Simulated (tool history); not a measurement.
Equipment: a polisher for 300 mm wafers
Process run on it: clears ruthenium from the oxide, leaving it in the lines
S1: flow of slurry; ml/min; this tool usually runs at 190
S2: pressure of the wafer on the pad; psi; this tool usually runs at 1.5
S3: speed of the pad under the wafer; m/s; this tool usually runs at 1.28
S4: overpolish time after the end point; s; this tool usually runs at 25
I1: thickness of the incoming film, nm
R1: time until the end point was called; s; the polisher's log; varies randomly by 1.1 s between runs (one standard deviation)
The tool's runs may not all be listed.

{"run": 1, "hour": 0.0, "S1": 190, "S2": 1.5, "S3": 1.28, "S4": 25, "I1": 106.6, "R1": 108.9}
{"hour": 11.7, "done": "worn pad replaced by a new one"}
{"run": 2, "hour": 13.0, "S1": 190, "S2": 1.4, "S3": 1.28, "S4": 25, "I1": 105.6, "R1": 114.5}
{"run": 3, "hour": 41.6, "S1": 190, "S2": 1.4, "S3": 1.28, "S4": 25, "I1": 104.7, "R1": 113.8}
{"run": 4, "hour": 60.4, "S1": 190, "S2": 1.5, "S3": 1.28, "S4": 25, "I1": 104.6, "R1": 105.5}
{"run": 5, "hour": 92.9, "S1": 190, "S2": 1.5, "S3": 1.28, "S4": 25, "I1": 103.9, "R1": 106.1}
{"run": 6, "hour": 121.4, "S1": 190, "S2": 1.5, "S3": 1.28, "S4": 25, "I1": 103.9, "R1": 107.6}
{"run": 7, "hour": 228.0, "S1": 190, "S2": 1.5, "S3": 1.28, "S4": 25, "I1": 104.3, "R1": 106.2}
{"run": 8, "hour": 260.9, "S1": 190, "S2": 1.5, "S3": 1.48, "S4": 25, "I1": 105.1, "R1": 94.2}
{"run": 9, "hour": 278.3, "S1": 190, "S2": 1.5, "S3": 1.48, "S4": 25, "I1": 104.5, "R1": 94.6}
{"hour": 289.3, "done": "worn pad replaced by a new one"}
{"run": 10, "hour": 297.2, "S1": 190, "S2": 1.7, "S3": 1.48, "S4": 10, "I1": 104.1, "R1": 82.0}
{"run": 11, "hour": 359.0, "S1": 160, "S2": 1.0, "S3": 1.44, "S4": 25, "I1": 103.9, "R1": 153.0}
{"hour": 367.7, "done": "slurry nozzle cleaned"}
{"run": 12, "hour": 386.4, "S1": 250, "S2": 1.5, "S3": 1.12, "S4": 36, "I1": 105.8, "R1": 116.5}
{"hour": 477.2, "done": "head pressure recalibrated"}
{"run": 13, "hour": 493.2, "S1": 165, "S2": 1.5, "S3": 1.28, "S4": 25, "I1": 104.9, "R1": 119.1}
{"run": 14, "hour": 515.6, "S1": 160, "S2": 1.0, "S3": 1.44, "S4": 25, "I1": 106.0, "R1": 156.9}
{"hour": 567.8, "done": "worn pad replaced by a new one"}
{"run": 15, "hour": 616.5, "S1": 190, "S2": 1.4, "S3": 1.28, "S4": 25, "I1": 104.8, "R1": 121.4}
{"run": 16, "hour": 683.2, "S1": 190, "S2": 1.0, "S3": 1.28, "S4": 25, "I1": 104.4, "R1": 166.3}
{"run": 17, "hour": 710.3, "S1": 190, "S2": 1.5, "S3": 1.28, "S4": 25, "I1": 104.2, "R1": 111.4}
{"run": 18, "hour": 742.8, "S1": 215, "S2": 1.5, "S3": 1.28, "S4": 25, "I1": 105.7, "R1": 110.3}

Table of differences, measured result less the result of that run with no hidden state. Run-to-run variation is the same in both. Gauge scatter possibly is not:
What the log doesn't record here: removal rate lost through wear of the pad, %; slurry flow missing at the pad, %; deviation of the head's pressure from its setpoint, %.
run=1 R1=-8.5
run=2 R1=-9.0
run=3 R1=-8.7
run=4 R1=-8.0
run=5 R1=-7.7
run=6 R1=-7.6
run=7 R1=-6.0
run=8 R1=-4.8
run=9 R1=-4.5
run=10 R1=-3.6
run=11 R1=-2.7
run=12 R1=-12.4
run=13 R1=+2.5
run=14 R1=+2.5
run=15 R1=-0.8
run=16 R1=-2.8
run=17 R1=-2.1
run=18 R1=-2.6
